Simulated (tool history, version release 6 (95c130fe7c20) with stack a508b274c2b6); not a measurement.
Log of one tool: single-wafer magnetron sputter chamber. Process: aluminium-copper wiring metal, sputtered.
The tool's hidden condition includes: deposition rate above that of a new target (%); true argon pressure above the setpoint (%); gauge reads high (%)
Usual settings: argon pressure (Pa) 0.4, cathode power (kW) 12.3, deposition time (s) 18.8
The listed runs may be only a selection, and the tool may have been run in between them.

run,hour,argon pressure (Pa),cathode power (kW),deposition time (s),wafers since the last listed run,wafers on the sputter target,hours since the last manometer calibration,hours since the magnet pack was replaced,hours since the gauge calibration,"read-back reference wafer on the same gauge, thickness_nm",mean film thickness on the monitor wafer (nm)
1,0,0.4,12.3,18.8,0,3121,1061.6,7347.7,111,438.772,374.054
# hour 16.9: sputter target and shields replaced
2,17.4,0.4,12.3,18.8,309,16,1079,7365.1,128.4,438.927,391.614
3,30.8,0.4,12.3,18.8,440,457,1092.4,7378.5,141.8,438.904,389.357
4,45.1,0.4,12.3,18.8,470,928,1106.7,7392.8,156.1,438.827,386.486
5,59.7,0.4,12.3,18.8,480,1408,1121.3,7407.4,170.7,439.221,384.051
6,67.5,0.4,12.3,18.8,256,1665,1129.1,7415.2,178.5,438.777,383.532
7,79.5,0.4,12.3,18.8,394,2060,1141.1,7427.2,190.5,438.904,379.837
8,91.8,0.4,12.3,18.8,404,2464,1153.4,7439.5,202.8,439.14,377.452
# hour 102.6: capacitance manometer re-zeroed and calibrated
# hour 109.5: sputter target and shields replaced
9,110,0.4,12.3,17.2,107,14,7.4,7457.7,221,439.046,359.216
10,112.4,0.4,12.3,17.2,78,93,9.8,7460.1,223.4,439.021,358.875
11,125.1,0.4,12.3,17.2,417,511,22.5,7472.8,236.1,439.624,358.876
12,140.9,0.4,14.6,18.8,519,1031,38.3,7488.6,251.9,438.857,456.508
# hour 153.4: magnet pack replaced, of another model than before
13,153.9,0.4,9.45,16.1,164,1196,51.3,0.5,264.9,438.68,254.086
14,160.8,0.4,12.3,18.8,227,1423,58.2,7.4,271.8,439.05,383.645

For run 15, what comes out?
15,176.4,0.56,12.3,18.8,513,1936,73.8,23,287.4,?,?

Run 15 measured read-back reference wafer on the same gauge, thickness_nm 439.002, mean film thickness on the monitor wafer (nm) 358.32.
Take away the tool's hidden state, keep the run-to-run variation as it was, and the same run would have given mean film thickness on the monitor wafer (nm) 370.606.

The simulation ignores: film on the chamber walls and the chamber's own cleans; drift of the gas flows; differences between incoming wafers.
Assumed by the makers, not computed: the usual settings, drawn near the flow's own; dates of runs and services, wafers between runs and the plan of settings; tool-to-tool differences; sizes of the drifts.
